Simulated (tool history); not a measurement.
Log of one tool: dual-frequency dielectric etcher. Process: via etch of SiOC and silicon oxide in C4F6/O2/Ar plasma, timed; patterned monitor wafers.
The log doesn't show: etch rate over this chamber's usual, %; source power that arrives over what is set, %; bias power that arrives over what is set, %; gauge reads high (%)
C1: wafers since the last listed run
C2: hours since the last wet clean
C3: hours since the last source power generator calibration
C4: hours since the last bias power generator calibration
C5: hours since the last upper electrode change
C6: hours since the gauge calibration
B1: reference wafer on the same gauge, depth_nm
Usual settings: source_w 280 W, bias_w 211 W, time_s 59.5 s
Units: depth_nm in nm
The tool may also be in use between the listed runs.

{"run": 1, "hour": 0.0, "source_w": 280, "bias_w": 211, "time_s": 59.5, "C1": 0, "C2": 116.4, "C3": 908.9, "C4": 1619.8, "C5": 134.6, "C6": 2629.8, "B1": 48.0, "depth_nm": 54.6}
{"run": 2, "hour": 93.5, "source_w": 280, "bias_w": 211, "time_s": 59.5, "C1": 1097, "C2": 209.9, "C3": 1002.4, "C4": 1713.3, "C5": 228.1, "C6": 2723.3, "B1": 48.1, "depth_nm": 54.6}
{"run": 3, "hour": 151.4, "source_w": 280, "bias_w": 211, "time_s": 59.5, "C1": 679, "C2": 267.8, "C3": 1060.3, "C4": 1771.2, "C5": 286.0, "C6": 2781.2, "B1": 48.1, "depth_nm": 54.3}
{"run": 4, "hour": 236.7, "source_w": 280, "bias_w": 211, "time_s": 59.5, "C1": 1001, "C2": 353.1, "C3": 1145.6, "C4": 1856.5, "C5": 371.3, "C6": 2866.5, "B1": 47.8, "depth_nm": 53.9}
{"run": 5, "hour": 333.4, "source_w": 280, "bias_w": 211, "time_s": 59.5, "C1": 1135, "C2": 449.8, "C3": 1242.3, "C4": 1953.2, "C5": 468.0, "C6": 2963.2, "B1": 47.6, "depth_nm": 53.9}
{"run": 6, "hour": 423.9, "source_w": 280, "bias_w": 211, "time_s": 59.5, "C1": 1062, "C2": 540.3, "C3": 1332.8, "C4": 2043.7, "C5": 558.5, "C6": 3053.7, "B1": 47.6, "depth_nm": 53.7}
{"hour": 496.2, "done": "wet clean of the chamber"}
{"run": 7, "hour": 508.0, "source_w": 280, "bias_w": 211, "time_s": 71.5, "C1": 705, "C2": 11.8, "C3": 1416.9, "C4": 2127.8, "C5": 642.6, "C6": 3137.8, "B1": 47.5, "depth_nm": 63.8}
{"run": 8, "hour": 547.0, "source_w": 280, "bias_w": 211, "time_s": 59.5, "C1": 457, "C2": 50.8, "C3": 1455.9, "C4": 2166.8, "C5": 681.6, "C6": 3176.8, "B1": 47.3, "depth_nm": 53.8}
{"run": 9, "hour": 598.4, "source_w": 280, "bias_w": 169, "time_s": 70.0, "C1": 603, "C2": 102.2, "C3": 1507.3, "C4": 2218.2, "C5": 733.0, "C6": 3228.2, "B1": 47.3, "depth_nm": 56.3}
{"run": 10, "hour": 696.9, "source_w": 280, "bias_w": 183, "time_s": 76.5, "C1": 1156, "C2": 200.7, "C3": 1605.8, "C4": 2316.7, "C5": 831.5, "C6": 3326.7, "B1": 47.0, "depth_nm": 63.7}
{"run": 11, "hour": 796.9, "source_w": 330, "bias_w": 235, "time_s": 77.0, "C1": 1174, "C2": 300.7, "C3": 1705.8, "C4": 2416.7, "C5": 931.5, "C6": 3426.7, "B1": 46.8, "depth_nm": 78.0}
{"hour": 837.3, "done": "source power generator calibrated"}
{"run": 12, "hour": 839.2, "source_w": 280, "bias_w": 182, "time_s": 51.0, "C1": 449, "C2": 343.0, "C3": 1.9, "C4": 2459.0, "C5": 973.8, "C6": 3469.0, "B1": 46.5, "depth_nm": 42.4}
{"run": 13, "hour": 913.4, "source_w": 220, "bias_w": 211, "time_s": 59.5, "C1": 871, "C2": 417.2, "C3": 76.1, "C4": 2533.2, "C5": 1048.0, "C6": 3543.2, "B1": 46.5, "depth_nm": 47.1}
{"hour": 963.2, "done": "gauge calibrated"}
{"run": 14, "hour": 990.3, "source_w": 280, "bias_w": 211, "time_s": 59.5, "C1": 902, "C2": 494.1, "C3": 153.0, "C4": 2610.1, "C5": 1124.9, "C6": 27.1, "B1": 50.3, "depth_nm": 57.1}
{"run": 15, "hour": 1061.0, "source_w": 220, "bias_w": 244, "time_s": 44.5, "C1": 830, "C2": 564.8, "C3": 223.7, "C4": 2680.8, "C5": 1195.6, "C6": 97.8, "B1": 50.4, "depth_nm": 40.8}
{"run": 16, "hour": 1136.9, "source_w": 220, "bias_w": 211, "time_s": 42.0, "C1": 891, "C2": 640.7, "C3": 299.6, "C4": 2756.7, "C5": 1271.5, "C6": 173.7, "B1": 50.4, "depth_nm": 35.9}
{"run": 17, "hour": 1234.9, "source_w": 280, "bias_w": 211, "time_s": 59.5, "C1": 1150, "C2": 738.7, "C3": 397.6, "C4": 2854.7, "C5": 1369.5, "C6": 271.7, "B1": 50.5, "depth_nm": 57.0}
{"hour": 1267.7, "done": "wet clean of the chamber"}
{"run": 18, "hour": 1292.4, "source_w": 280, "bias_w": 160, "time_s": 59.5, "C1": 393, "C2": 24.7, "C3": 455.1, "C4": 2912.2, "C5": 1427.0, "C6": 329.2, "B1": 50.4, "depth_nm": 49.5}
{"hour": 1330.0, "done": "bias power generator calibrated"}
{"run": 19, "hour": 1337.5, "source_w": 220, "bias_w": 211, "time_s": 59.5, "C1": 482, "C2": 69.8, "C3": 500.2, "C4": 7.5, "C5": 1472.1, "C6": 374.3, "B1": 50.6, "depth_nm": 50.3}
{"run": 20, "hour": 1408.8, "source_w": 280, "bias_w": 211, "time_s": 59.5, "C1": 837, "C2": 141.1, "C3": 571.5, "C4": 78.8, "C5": 1543.4, "C6": 445.6, "B1": 50.4, "depth_nm": 56.8}
{"run": 21, "hour": 1507.6, "source_w": 340, "bias_w": 180, "time_s": 75.0, "C1": 1160, "C2": 239.9, "C3": 670.3, "C4": 177.6, "C5": 1642.2, "C6": 544.4, "B1": 50.3, "depth_nm": 71.9}
{"run": 22, "hour": 1604.4, "source_w": 280, "bias_w": 211, "time_s": 47.0, "C1": 1136, "C2": 336.7, "C3": 767.1, "C4": 274.4, "C5": 1739.0, "C6": 641.2, "B1": 50.3, "depth_nm": 45.2}
{"run": 23, "hour": 1686.9, "source_w": 280, "bias_w": 190, "time_s": 76.0, "C1": 968, "C2": 419.2, "C3": 849.6, "C4": 356.9, "C5": 1821.5, "C6": 723.7, "B1": 50.3, "depth_nm": 69.5}
{"run": 24, "hour": 1775.8, "source_w": 330, "bias_w": 211, "time_s": 59.5, "C1": 1043, "C2": 508.1, "C3": 938.5, "C4": 445.8, "C5": 1910.4, "C6": 812.6, "B1": 50.3, "depth_nm": 61.5}
{"hour": 1940.3, "done": "wet clean of the chamber"}
{"run": 25, "hour": 2007.2, "source_w": 340, "bias_w": 211, "time_s": 59.5, "C1": 2435, "C2": 66.9, "C3": 1169.9, "C4": 677.2, "C5": 2141.8, "C6": 1044.0, "B1": 50.2, "depth_nm": 62.0}
{"run": 26, "hour": 2052.6, "source_w": 310, "bias_w": 171, "time_s": 59.5, "C1": 533, "C2": 112.3, "C3": 1215.3, "C4": 722.6, "C5": 2187.2, "C6": 1089.4, "B1": 50.3, "depth_nm": 52.5}
{"run": 27, "hour": 2110.3, "source_w": 280, "bias_w": 211, "time_s": 69.5, "C1": 677, "C2": 170.0, "C3": 1273.0, "C4": 780.3, "C5": 2244.9, "C6": 1147.1, "B1": 50.0, "depth_nm": 65.9}
{"run": 28, "hour": 2148.4, "source_w": 210, "bias_w": 211, "time_s": 49.5, "C1": 447, "C2": 208.1, "C3": 1311.1, "C4": 818.4, "C5": 2283.0, "C6": 1185.2, "B1": 50.0, "depth_nm": 40.8}
{"run": 29, "hour": 2252.0, "source_w": 260, "bias_w": 197, "time_s": 59.5, "C1": 1216, "C2": 311.7, "C3": 1414.7, "C4": 922.0, "C5": 2386.6, "C6": 1288.8, "B1": 50.0, "depth_nm": 52.5}
{"run": 30, "hour": 2297.0, "source_w": 280, "bias_w": 264, "time_s": 46.5, "C1": 528, "C2": 356.7, "C3": 1459.7, "C4": 967.0, "C5": 2431.6, "C6": 1333.8, "B1": 49.9, "depth_nm": 49.1}

Forecast each of these 4 alternatives for the next run:
{"run": "A", "hour": 2297.4, "source_w": 280, "bias_w": 194, "time_s": 59.5, "C1": 4, "C2": 357.1, "C3": 1460.1, "C4": 967.4, "C5": 2432.0, "C6": 1334.2, "B1": "?", "depth_nm": "?"}
{"run": "B", "hour": 2297.4, "source_w": 250, "bias_w": 211, "time_s": 71.5, "C1": 4, "C2": 357.1, "C3": 1460.1, "C4": 967.4, "C5": 2432.0, "C6": 1334.2, "B1": "?", "depth_nm": "?"}
{"run": "C", "hour": 2297.4, "source_w": 280, "bias_w": 225, "time_s": 59.5, "C1": 4, "C2": 357.1, "C3": 1460.1, "C4": 967.4, "C5": 2432.0, "C6": 1334.2, "B1": "?", "depth_nm": "?"}
{"run": "D", "hour": 2297.4, "source_w": 330, "bias_w": 248, "time_s": 52.0, "C1": 4, "C2": 357.1, "C3": 1460.1, "C4": 967.4, "C5": 2432.0, "C6": 1334.2, "B1": "?", "depth_nm": "?"}

run=A B1=49.9 depth_nm=54.4
run=B B1=49.9 depth_nm=64.6
run=C B1=49.9 depth_nm=58.7
run=D B1=49.9 depth_nm=58.1
Without the tool's hidden state the same runs would have given:
run=A depth_nm=54.7
run=B depth_nm=65.0
run=C depth_nm=59.0
run=D depth_nm=58.4
